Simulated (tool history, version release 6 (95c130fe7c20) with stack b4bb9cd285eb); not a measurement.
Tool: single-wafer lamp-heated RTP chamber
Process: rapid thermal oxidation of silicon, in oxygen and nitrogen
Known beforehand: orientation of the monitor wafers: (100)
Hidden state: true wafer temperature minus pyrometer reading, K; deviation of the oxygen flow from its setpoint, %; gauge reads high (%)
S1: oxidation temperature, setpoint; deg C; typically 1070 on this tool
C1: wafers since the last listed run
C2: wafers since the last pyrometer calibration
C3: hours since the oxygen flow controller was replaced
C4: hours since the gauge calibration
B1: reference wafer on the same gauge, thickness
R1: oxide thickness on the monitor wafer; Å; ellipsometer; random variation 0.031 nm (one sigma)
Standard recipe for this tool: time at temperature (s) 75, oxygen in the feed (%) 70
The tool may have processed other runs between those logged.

run 1 day=0 | S1=1070 time_at_temperature_(s)=75 oxygen_in_the_feed_(%)=70 | C1=0 C2=6339 C3=4507.8 C4=366.8 | B1=9.888 | R1=94.68
run 2 day=0.488 | S1=1070 time_at_temperature_(s)=75 oxygen_in_the_feed_(%)=70 | C1=48 C2=6387 C3=4519.5 C4=378.5 | B1=9.88 | R1=94.46
run 3 day=1.15 | S1=1070 time_at_temperature_(s)=75 oxygen_in_the_feed_(%)=70 | C1=65 C2=6453 C3=4535.4 C4=394.4 | B1=9.883 | R1=94.84
run 4 day=1.7 | S1=1070 time_at_temperature_(s)=75 oxygen_in_the_feed_(%)=70 | C1=54 C2=6507 C3=4548.6 C4=407.6 | B1=9.883 | R1=94.87
run 5 day=2.308 | S1=1070 time_at_temperature_(s)=75 oxygen_in_the_feed_(%)=70 | C1=59 C2=6567 C3=4563.2 C4=422.2 | B1=9.884 | R1=95.18
run 6 day=3.017 | S1=1070 time_at_temperature_(s)=75 oxygen_in_the_feed_(%)=70 | C1=69 C2=6637 C3=4580.2 C4=439.2 | B1=9.884 | R1=94.73
run 7 day=3.408 | S1=1070 time_at_temperature_(s)=75 oxygen_in_the_feed_(%)=70 | C1=38 C2=6675 C3=4589.6 C4=448.6 | B1=9.876 | R1=94.39
run 8 day=3.667 | S1=1070 time_at_temperature_(s)=75 oxygen_in_the_feed_(%)=70 | C1=25 C2=6701 C3=4595.8 C4=454.8 | B1=9.896 | R1=94.77
run 9 day=4.179 | S1=1070 time_at_temperature_(s)=75 oxygen_in_the_feed_(%)=70 | C1=50 C2=6751 C3=4608.1 C4=467.1 | B1=9.894 | R1=95.15
run 10 day=4.821 | S1=1070 time_at_temperature_(s)=51 oxygen_in_the_feed_(%)=70 | C1=63 C2=6814 C3=4623.5 C4=482.5 | B1=9.895 | R1=79.78
run 11 day=5.083 | S1=1070 time_at_temperature_(s)=51 oxygen_in_the_feed_(%)=70 | C1=25 C2=6840 C3=4629.8 C4=488.8 | B1=9.898 | R1=80.31
run 12 day=5.567 | S1=1047 time_at_temperature_(s)=75 oxygen_in_the_feed_(%)=63 | C1=47 C2=6888 C3=4641.4 C4=500.4 | B1=9.882 | R1=79.03
-- day=6.108 gauge calibrated
run 13 day=6.121 | S1=1047 time_at_temperature_(s)=75 oxygen_in_the_feed_(%)=63 | C1=54 C2=6942 C3=4654.7 C4=0.3 | B1=9.879 | R1=78.03
run 14 day=6.542 | S1=1070 time_at_temperature_(s)=75 oxygen_in_the_feed_(%)=70 | C1=41 C2=6984 C3=4664.8 C4=10.4 | B1=9.866 | R1=95.34
run 15 day=7.167 | S1=1070 time_at_temperature_(s)=75 oxygen_in_the_feed_(%)=70 | C1=61 C2=7045 C3=4679.8 C4=25.4 | B1=9.885 | R1=95.02
-- day=8.542 pyrometer window cleaned and pyrometer calibrated
run 16 day=8.612 | S1=1070 time_at_temperature_(s)=75 oxygen_in_the_feed_(%)=70 | C1=109 C2=7 C3=4714.5 C4=60.1 | B1=9.883 | R1=99.07
run 17 day=9.029 | S1=1070 time_at_temperature_(s)=75 oxygen_in_the_feed_(%)=70 | C1=41 C2=48 C3=4724.5 C4=70.1 | B1=9.887 | R1=98.84
run 18 day=9.546 | S1=1056 time_at_temperature_(s)=65 oxygen_in_the_feed_(%)=88 | C1=50 C2=99 C3=4736.9 C4=82.5 | B1=9.882 | R1=92.38
run 19 day=9.817 | S1=1091 time_at_temperature_(s)=75 oxygen_in_the_feed_(%)=95 | C1=26 C2=125 C3=4743.4 C4=89 | B1=9.873 | R1=126.54
-- day=10.229 oxygen flow controller replaced
run 20 day=10.454 | S1=1070 time_at_temperature_(s)=75 oxygen_in_the_feed_(%)=70 | C1=29 C2=155 C3=5.4 C4=104.3 | B1=9.89 | R1=98.36
-- day=11.025 pyrometer window cleaned and pyrometer calibrated, repeated, since the last time left the tool worse
run 21 day=11.183 | S1=1047 time_at_temperature_(s)=75 oxygen_in_the_feed_(%)=63 | C1=38 C2=15 C3=22.9 C4=121.8 | B1=9.882 | R1=75.02
run 22 day=11.542 | S1=1056 time_at_temperature_(s)=65 oxygen_in_the_feed_(%)=88 | C1=35 C2=50 C3=31.5 C4=130.4 | B1=9.888 | R1=83.54
run 23 day=12.146 | S1=1070 time_at_temperature_(s)=75 oxygen_in_the_feed_(%)=70 | C1=59 C2=110 C3=46 C4=144.9 | B1=9.863 | R1=90.56
run 24 day=12.667 | S1=1092 time_at_temperature_(s)=48 oxygen_in_the_feed_(%)=70 | C1=51 C2=161 C3=58.5 C4=157.4 | B1=9.885 | R1=85.91
run 25 day=12.992 | S1=1081 time_at_temperature_(s)=75 oxygen_in_the_feed_(%)=62 | C1=32 C2=193 C3=66.3 C4=165.2 | B1=9.887 | R1=93.22
run 26 day=13.712 | S1=1089 time_at_temperature_(s)=75 oxygen_in_the_feed_(%)=45 | C1=71 C2=264 C3=83.6 C4=182.5 | B1=9.883 | R1=88.58
run 27 day=14.279 | S1=1080 time_at_temperature_(s)=51 oxygen_in_the_feed_(%)=70 | C1=55 C2=320 C3=97.2 C4=196.1 | B1=9.877 | R1=81.53
run 28 day=14.688 | S1=1070 time_at_temperature_(s)=75 oxygen_in_the_feed_(%)=70 | C1=40 C2=360 C3=107 C4=205.9 | B1=9.878 | R1=90.5
run 29 day=15 | S1=1041 time_at_temperature_(s)=75 oxygen_in_the_feed_(%)=98 | C1=30 C2=391 C3=114.5 C4=213.4 | B1=9.878 | R1=84.04
run 30 day=15.608 | S1=1070 time_at_temperature_(s)=51 oxygen_in_the_feed_(%)=70 | C1=59 C2=451 C3=129.1 C4=228 | B1=9.875 | R1=76.39
run 31 day=16.188 | S1=1070 time_at_temperature_(s)=75 oxygen_in_the_feed_(%)=70 | C1=57 C2=508 C3=143 C4=241.9 | B1=9.874 | R1=91.32
run 32 day=16.621 | S1=1070 time_at_temperature_(s)=88 oxygen_in_the_feed_(%)=70 | C1=42 C2=551 C3=153.4 C4=252.3 | B1=9.877 | R1=97.7
run 33 day=17.071 | S1=1080 time_at_temperature_(s)=47 oxygen_in_the_feed_(%)=70 | C1=44 C2=595 C3=164.2 C4=263.1 | B1=9.861 | R1=78.97
run 34 day=17.629 | S1=1070 time_at_temperature_(s)=89 oxygen_in_the_feed_(%)=70 | C1=55 C2=650 C3=177.6 C4=276.5 | B1=9.873 | R1=98.04
run 35 day=18.038 | S1=1070 time_at_temperature_(s)=75 oxygen_in_the_feed_(%)=86 | C1=40 C2=690 C3=187.4 C4=286.3 | B1=9.875 | R1=98.16

4 options for the next run, each taken on its own from the tool as it stands now. Forecast them:
run A day=18.058 | S1=1070 time_at_temperature_(s)=75 oxygen_in_the_feed_(%)=91 | C1=2 C2=692 C3=187.9 C4=286.8 | B1=? | R1=?
run B day=18.058 | S1=1086 time_at_temperature_(s)=103 oxygen_in_the_feed_(%)=86 | C1=2 C2=692 C3=187.9 C4=286.8 | B1=? | R1=?
run C day=18.058 | S1=1089 time_at_temperature_(s)=112 oxygen_in_the_feed_(%)=70 | C1=2 C2=692 C3=187.9 C4=286.8 | B1=? | R1=?
run D day=18.058 | S1=1090 time_at_temperature_(s)=63 oxygen_in_the_feed_(%)=59 | C1=2 C2=692 C3=187.9 C4=286.8 | B1=? | R1=?

run=A B1=9.875 R1=100.02
run=B B1=9.875 R1=125.86
run=C B1=9.875 R1=123.73
run=D B1=9.875 R1=90.21
The same runs, with their run-to-run variation unchanged, on a tool lacking any hidden condition would have given:
run=A R1=99.97
run=B R1=125.79
run=C R1=123.67
run=D R1=90.16
